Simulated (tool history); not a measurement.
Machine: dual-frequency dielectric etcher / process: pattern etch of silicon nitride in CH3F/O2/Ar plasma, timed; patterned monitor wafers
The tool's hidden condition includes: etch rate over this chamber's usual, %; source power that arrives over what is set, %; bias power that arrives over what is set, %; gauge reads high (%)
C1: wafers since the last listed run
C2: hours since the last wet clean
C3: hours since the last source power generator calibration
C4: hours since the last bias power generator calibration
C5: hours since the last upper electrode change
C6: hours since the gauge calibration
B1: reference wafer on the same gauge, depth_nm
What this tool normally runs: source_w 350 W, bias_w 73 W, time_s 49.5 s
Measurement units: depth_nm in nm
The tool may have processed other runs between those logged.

Run 1, hour 0: usual settings; C1 0; C2 145.2; C3 4145.4; C4 945.7; C5 2936.3; C6 990.5; B1 28.57. Result: depth_nm 30.7 nm.
Run 2, hour 27.9: usual settings; C1 240; C2 173.1; C3 4173.3; C4 973.6; C5 2964.2; C6 1018.4; B1 28.58. Result: depth_nm 30.82 nm.
Run 3, hour 66.5: usual settings; C1 332; C2 211.7; C3 4211.9; C4 1012.2; C5 3002.8; C6 1057; B1 28.61. Result: depth_nm 30.65 nm.
Run 4, hour 104.8: usual settings; C1 329; C2 250; C3 4250.2; C4 1050.5; C5 3041.1; C6 1095.3; B1 28.62. Result: depth_nm 30.76 nm.
Run 5, hour 137: usual settings but bias_w 68 W; C1 277; C2 282.2; C3 4282.4; C4 1082.7; C5 3073.3; C6 1127.5; B1 28.6. Result: depth_nm 29.93 nm.
Run 6, hour 165.7: usual settings but bias_w 68 W; C1 247; C2 310.9; C3 4311.1; C4 1111.4; C5 3102; C6 1156.2; B1 28.62. Result: depth_nm 30.14 nm.
At hour 200: source power generator calibrated.
Run 7, hour 209.8: usual settings but bias_w 68 W; C1 345; C2 355; C3 9.8; C4 1155.5; C5 3146.1; C6 1200.3; B1 28.6. Result: depth_nm 29.27 nm.
Run 8, hour 235.2: usual settings but bias_w 83 W; C1 218; C2 380.4; C3 35.2; C4 1180.9; C5 3171.5; C6 1225.7; B1 28.59. Result: depth_nm 31.22 nm.
At hour 294.7: wet clean of the chamber.
Run 9, hour 295.2: usual settings but bias_w 83 W; C1 310; C2 0.5; C3 95.2; C4 1240.9; C5 3231.5; C6 1285.7; B1 28.59. Result: depth_nm 31.27 nm.
Run 10, hour 359.5: usual settings but bias_w 83 W; C1 553; C2 64.8; C3 159.5; C4 1305.2; C5 3295.8; C6 1350; B1 28.58. Result: depth_nm 31.33 nm.
Run 11, hour 404.9: usual settings but bias_w 77 W, time_s 38.5 s; C1 391; C2 110.2; C3 204.9; C4 1350.6; C5 3341.2; C6 1395.4; B1 28.58. Result: depth_nm 23.7 nm.
Run 12, hour 471.2: usual settings but source_w 430 W, time_s 43 s; C1 571; C2 176.5; C3 271.2; C4 1416.9; C5 3407.5; C6 1461.7; B1 28.59. Result: depth_nm 29.2 nm.
Run 13, hour 503.3: usual settings but source_w 300 W, bias_w 85 W, time_s 42.5 s; C1 276; C2 208.6; C3 303.3; C4 1449; C5 3439.6; C6 1493.8; B1 28.61. Result: depth_nm 24.57 nm.
At hour 516: gauge calibrated.
Run 14, hour 606.4: usual settings; C1 888; C2 311.7; C3 406.4; C4 1552.1; C5 3542.7; C6 90.4; B1 28.57. Result: depth_nm 29.94 nm.
Run 15, hour 631.6: usual settings but source_w 270 W; C1 217; C2 336.9; C3 431.6; C4 1577.3; C5 3567.9; C6 115.6; B1 28.56. Result: depth_nm 25.24 nm.
At hour 734: wet clean of the chamber.
Run 16, hour 811: usual settings; C1 1338; C2 77; C3 611; C4 1756.7; C5 3747.3; C6 295; B1 28.62. Result: depth_nm 30.05 nm.
At hour 864.5: upper electrode replaced.
At hour 867.2: bias power generator calibrated.
Run 17, hour 871.1: usual settings but source_w 300 W, bias_w 78 W, time_s 64 s; C1 287; C2 137.1; C3 671.1; C4 3.9; C5 6.6; C6 355.1; B1 28.62. Result: depth_nm 35.89 nm.
Run 18, hour 905.1: usual settings; C1 292; C2 171.1; C3 705.1; C4 37.9; C5 40.6; C6 389.1; B1 28.61. Result: depth_nm 29.88 nm.
Run 19, hour 950.7: usual settings; C1 392; C2 216.7; C3 750.7; C4 83.5; C5 86.2; C6 434.7; B1 28.61. Result: depth_nm 29.95 nm.
Run 20, hour 1006.6: usual settings; C1 481; C2 272.6; C3 806.6; C4 139.4; C5 142.1; C6 490.6; B1 28.61. Result: depth_nm 29.95 nm.
Run 21, hour 1031.7: usual settings but source_w 380 W, bias_w 67 W, time_s 59 s; C1 216; C2 297.7; C3 831.7; C4 164.5; C5 167.2; C6 515.7; B1 28.58. Result: depth_nm 36.49 nm.
Run 22, hour 1066.1: usual settings but time_s 56.5 s; C1 296; C2 332.1; C3 866.1; C4 198.9; C5 201.6; C6 550.1; B1 28.63. Result: depth_nm 34.26 nm.
Run 23, hour 1092.6: usual settings but source_w 410 W, bias_w 68 W, time_s 60 s; C1 228; C2 358.6; C3 892.6; C4 225.4; C5 228.1; C6 576.6; B1 28.59. Result: depth_nm 39 nm.
At hour 1132.6: wet clean of the chamber.
Run 24, hour 1155.7: usual settings but bias_w 61 W; C1 336; C2 23.1; C3 955.7; C4 288.5; C5 291.2; C6 639.7; B1 28.58. Result: depth_nm 28.15 nm.
Run 25, hour 1217.9: usual settings but source_w 300 W, bias_w 85 W, time_s 42.5 s; C1 535; C2 85.3; C3 1017.9; C4 350.7; C5 353.4; C6 701.9; B1 28.59. Result: depth_nm 24.69 nm.
Run 26, hour 1286: usual settings but time_s 55 s; C1 586; C2 153.4; C3 1086; C4 418.8; C5 421.5; C6 770; B1 28.6. Result: depth_nm 33.24 nm.
Run 27, hour 1314.8: usual settings but time_s 59 s; C1 248; C2 182.2; C3 1114.8; C4 447.6; C5 450.3; C6 798.8; B1 28.59. Result: depth_nm 35.65 nm.
Run 28, hour 1366.9: usual settings but source_w 280 W, bias_w 78 W, time_s 56.5 s; C1 448; C2 234.3; C3 1166.9; C4 499.7; C5 502.4; C6 850.9; B1 28.6. Result: depth_nm 30.38 nm.
Run 29, hour 1421.7: usual settings but source_w 430 W, bias_w 81 W, time_s 41 s; C1 472; C2 289.1; C3 1221.7; C4 554.5; C5 557.2; C6 905.7; B1 28.63. Result: depth_nm 28.98 nm.

List, for all runs, the conditions of the tool that the log does not record:
etch rate over this chamber's usual, %: 0 across all the runs
bias power that arrives over what is set, %: 0 across all the runs
gauge reads high (%): 0 across all the runs
H1: source power that arrives over what is set, %
run        H1
  1      4.51
  2      4.57
  3      4.65
  4      4.73
  5      4.79
  6      4.86
  7    -0.148
  8    -0.147
  9    -0.146
 10    -0.141
 11    -0.137
 12     -0.13
 13    -0.125
 14    -0.107
 15    -0.102
 16   -0.0552
 17   -0.0361
 18   -0.0245
 19  -0.00801
 20    0.0136
 21    0.0238
 22    0.0383
 23    0.0498
 24    0.0788
 25     0.109
 26     0.145
 27      0.16
 28      0.19
 29     0.222
